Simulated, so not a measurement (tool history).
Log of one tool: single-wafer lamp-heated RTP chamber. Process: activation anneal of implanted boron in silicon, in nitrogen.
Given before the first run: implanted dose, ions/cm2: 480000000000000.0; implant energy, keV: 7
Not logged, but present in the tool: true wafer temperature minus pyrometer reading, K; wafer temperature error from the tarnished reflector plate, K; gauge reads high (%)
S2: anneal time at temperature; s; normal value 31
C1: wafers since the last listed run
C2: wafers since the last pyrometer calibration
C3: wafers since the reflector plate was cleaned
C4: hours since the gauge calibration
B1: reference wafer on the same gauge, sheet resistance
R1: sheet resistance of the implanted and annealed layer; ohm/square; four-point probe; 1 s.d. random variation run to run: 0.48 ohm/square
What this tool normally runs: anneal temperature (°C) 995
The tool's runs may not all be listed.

Run 1, hour 0.0: usual settings but anneal temperature (°C) 979; C1 0; C2 1983; C3 1769; C4 122.6; B1 275.87. Result: R1 253.22 ohm/square.
Run 2, hour 49.2: usual settings but anneal temperature (°C) 979; C1 1002; C2 2985; C3 2772; C4 171.8; B1 275.92. Result: R1 252.15 ohm/square.
Run 3, hour 59.3: usual settings but anneal temperature (°C) 979; C1 205; C2 3191; C3 2978; C4 181.9; B1 275.93. Result: R1 251.63 ohm/square.
Run 4, hour 67.9: usual settings; C1 175; C2 3366; C3 3153; C4 190.5; B1 276.09. Result: R1 246.06 ohm/square.
Run 5, hour 74.3: usual settings; C1 130; C2 3497; C3 3284; C4 196.9; B1 276.04. Result: R1 246.32 ohm/square.
Run 6, hour 80.8: usual settings; C1 132; C2 3629; C3 3416; C4 203.4; B1 276.01. Result: R1 245.25 ohm/square.
Run 7, hour 97.4: usual settings; C1 338; C2 3968; C3 3754; C4 220.0; B1 275.67. Result: R1 246.26 ohm/square.
At hour 105.5: reflector plate cleaned.
Run 8, hour 106.8: usual settings; C1 28; C2 3996; C3 25; C4 229.4; B1 275.90. Result: R1 248.59 ohm/square.
Run 9, hour 118.1: usual settings; C1 230; C2 4226; C3 256; C4 240.7; B1 275.81. Result: R1 247.51 ohm/square.
Run 10, hour 133.1: usual settings; C1 305; C2 4532; C3 561; C4 255.7; B1 275.86. Result: R1 248.22 ohm/square.
Run 11, hour 143.3: usual settings but anneal temperature (°C) 979; C1 207; C2 4740; C3 769; C4 265.9; B1 276.31. Result: R1 253.86 ohm/square.
At hour 155.8: gauge calibrated.
Run 12, hour 155.9: usual settings but anneal temperature (°C) 975, S2 22 s; C1 256; C2 4997; C3 1026; C4 0.1; B1 275.99. Result: R1 257.97 ohm/square.
Run 13, hour 166.9: usual settings but anneal temperature (°C) 974, S2 23 s; C1 224; C2 5221; C3 1250; C4 11.1; B1 275.75. Result: R1 258.85 ohm/square.
Run 14, hour 179.3: usual settings; C1 252; C2 5474; C3 1503; C4 23.5; B1 276.10. Result: R1 246.98 ohm/square.
At hour 195.8: pyrometer window cleaned and pyrometer calibrated.
Run 15, hour 196.3: usual settings but anneal temperature (°C) 976, S2 24 s; C1 183; C2 10; C3 1686; C4 40.5; B1 276.09. Result: R1 255.66 ohm/square.
Run 16, hour 203.0: usual settings but anneal temperature (°C) 970, S2 14 s; C1 136; C2 147; C3 1823; C4 47.2; B1 275.67. Result: R1 264.32 ohm/square.
Run 17, hour 219.8: usual settings; C1 342; C2 489; C3 2165; C4 64.0; B1 276.06. Result: R1 247.08 ohm/square.
Run 18, hour 237.2: usual settings but S2 49 s; C1 354; C2 844; C3 2520; C4 81.4; B1 275.98. Result: R1 244.43 ohm/square.
Run 19, hour 248.3: usual settings but anneal temperature (°C) 980, S2 22 s; C1 226; C2 1070; C3 2746; C4 92.5; B1 276.29. Result: R1 254.14 ohm/square.
Run 20, hour 258.7: usual settings but anneal temperature (°C) 1024, S2 18 s; C1 211; C2 1282; C3 2958; C4 102.9; B1 275.93. Result: R1 245.17 ohm/square.
Run 21, hour 272.8: usual settings but anneal temperature (°C) 1003, S2 39 s; C1 287; C2 1570; C3 3245; C4 117.0; B1 276.06. Result: R1 243.75 ohm/square.

Consider 3 possible next runs. They are alternatives, not a sequence: every one starts from the tool as it was left by run 21. What does each give?
Run A, hour 273.2: usual settings; C1 8; C2 1578; C3 3253; C4 117.4; B1 ?. Result: R1 ?.
Run B, hour 273.2: usual settings but anneal temperature (°C) 978, S2 37 s; C1 8; C2 1578; C3 3253; C4 117.4; B1 ?. Result: R1 ?.
Run C, hour 273.2: usual settings but anneal temperature (°C) 968, S2 46 s; C1 8; C2 1578; C3 3253; C4 117.4; B1 ?. Result: R1 ?.

run      B1      R1
  A  276.05  247.31
  B  276.05  251.60
  C  276.05  255.30
Had the tool no hidden state, the same runs would have come out as:
run      R1
  A  249.42
  B  255.74
  C  261.67

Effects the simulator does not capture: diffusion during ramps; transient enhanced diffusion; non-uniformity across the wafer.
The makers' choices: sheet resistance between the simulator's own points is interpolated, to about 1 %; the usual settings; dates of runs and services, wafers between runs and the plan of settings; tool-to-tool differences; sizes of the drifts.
